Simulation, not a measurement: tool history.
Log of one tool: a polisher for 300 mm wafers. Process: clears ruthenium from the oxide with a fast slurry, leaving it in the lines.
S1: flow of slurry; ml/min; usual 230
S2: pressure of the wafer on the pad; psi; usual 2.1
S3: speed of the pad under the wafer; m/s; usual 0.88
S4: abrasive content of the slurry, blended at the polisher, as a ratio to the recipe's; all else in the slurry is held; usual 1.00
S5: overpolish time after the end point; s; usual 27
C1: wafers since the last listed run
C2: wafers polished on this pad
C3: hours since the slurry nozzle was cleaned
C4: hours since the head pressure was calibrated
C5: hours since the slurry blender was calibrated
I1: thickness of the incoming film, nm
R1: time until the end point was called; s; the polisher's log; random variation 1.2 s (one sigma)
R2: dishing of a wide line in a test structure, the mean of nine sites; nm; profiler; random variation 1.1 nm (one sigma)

run    hour   S1   S2    S3    S4  S5   C1    C2     C3     C4     C5     I1     R1    R2
  1     0.0  230  2.1  0.88  1.00  27    0  1569  283.4  274.5  166.1  191.2   81.2  55.0
        1.8  -- worn pad replaced by a new one
  2    53.9  230  2.1  0.88  1.00  27  323   323  337.3  328.4  220.0  191.3   79.6  52.9
       77.9  -- head pressure recalibrated
       91.5  -- slurry blender recalibrated
  3   149.6  230  2.1  0.70  1.00  27  568   891  433.0   71.7   58.1  189.7   94.3  47.4
  4   190.2  230  2.1  0.70  1.00  27  251  1143  473.6  112.3   98.7  189.8   95.4  44.6
      205.8  -- worn pad replaced by a new one
      295.1  -- slurry blender recalibrated
  5   297.5  250  2.1  0.88  1.00  27  628   556  580.9  219.6    2.4  187.8   78.5  55.1
  6   364.0  250  2.1  0.88  1.00  27  412   968  647.4  286.1   68.9  192.4   79.1  53.9
      401.3  -- slurry nozzle cleaned
      413.5  -- head pressure recalibrated
  7   429.0  230  2.1  0.88  1.00  27  384  1352   27.7   15.5  133.9  194.0   82.1  54.9
      438.6  -- worn pad replaced by a new one
      495.7  -- slurry blender recalibrated
  8   524.6  230  2.1  0.88  1.00  27  555   520  123.3  111.1   28.9  190.1   78.5  55.5
  9   597.3  270  2.6  0.88  1.00  18  450   971  196.0  183.8  101.6  192.2   62.7  47.4
 10   680.0  230  2.1  0.88  1.00  27  512  1484  278.7  266.5  184.3  191.7   80.2  55.7
      704.5  -- worn pad replaced by a new one
 11   737.0  230  2.1  0.68  0.85  27  328   201  335.7  323.5  241.3  191.5  107.5  42.8
      760.7  -- slurry blender recalibrated
      766.1  -- head pressure recalibrated
 12   842.0  230  2.1  0.58  1.00  37  626   827  440.7   75.9   81.3  190.2  109.9  52.9
 13   878.8  230  2.1  0.88  1.00  27  228  1056  477.5  112.7  118.1  189.2   81.5  54.1
      939.4  -- worn pad replaced by a new one
 14   951.3  305  2.1  0.88  0.85  27  424    73  550.0  185.2  190.6  192.0   82.0  53.2
      962.7  -- slurry blender recalibrated
 15  1000.5  280  2.1  0.88  1.00  27  292   366  599.2  234.4   37.8  190.4   77.0  54.5
     1050.8  -- head pressure recalibrated
 16  1107.2  230  2.1  0.88  1.00  27  649  1015  705.9   56.4  144.5  190.9   81.0  53.9

Forecast each of these 5 alternatives for the next run:
  A  1107.7  230  1.4  0.88  1.00  27   3  1018  706.4  56.9  145.0  189.6   ?   ?
  B  1107.7  230  2.1  1.04  1.00  27   3  1018  706.4  56.9  145.0  189.6   ?   ?
  C  1107.7  230  2.1  0.88  1.00  15   3  1018  706.4  56.9  145.0  189.6   ?   ?
  D  1107.7  230  2.1  0.88  0.80  41   3  1018  706.4  56.9  145.0  189.6   ?   ?
  E  1107.7  205  2.1  1.02  1.00  27   3  1018  706.4  56.9  145.0  189.6   ?   ?

run     R1    R2
  A  118.4  39.5
  B   68.2  64.0
  C   78.9  33.4
  D   85.7  74.8
  E   70.5  62.2
Without the tool's hidden state the same runs would have given:
run     R1    R2
  A  118.4  39.5
  B   68.2  64.0
  C   78.9  33.4
  D   85.7  74.8
  E   70.5  62.2
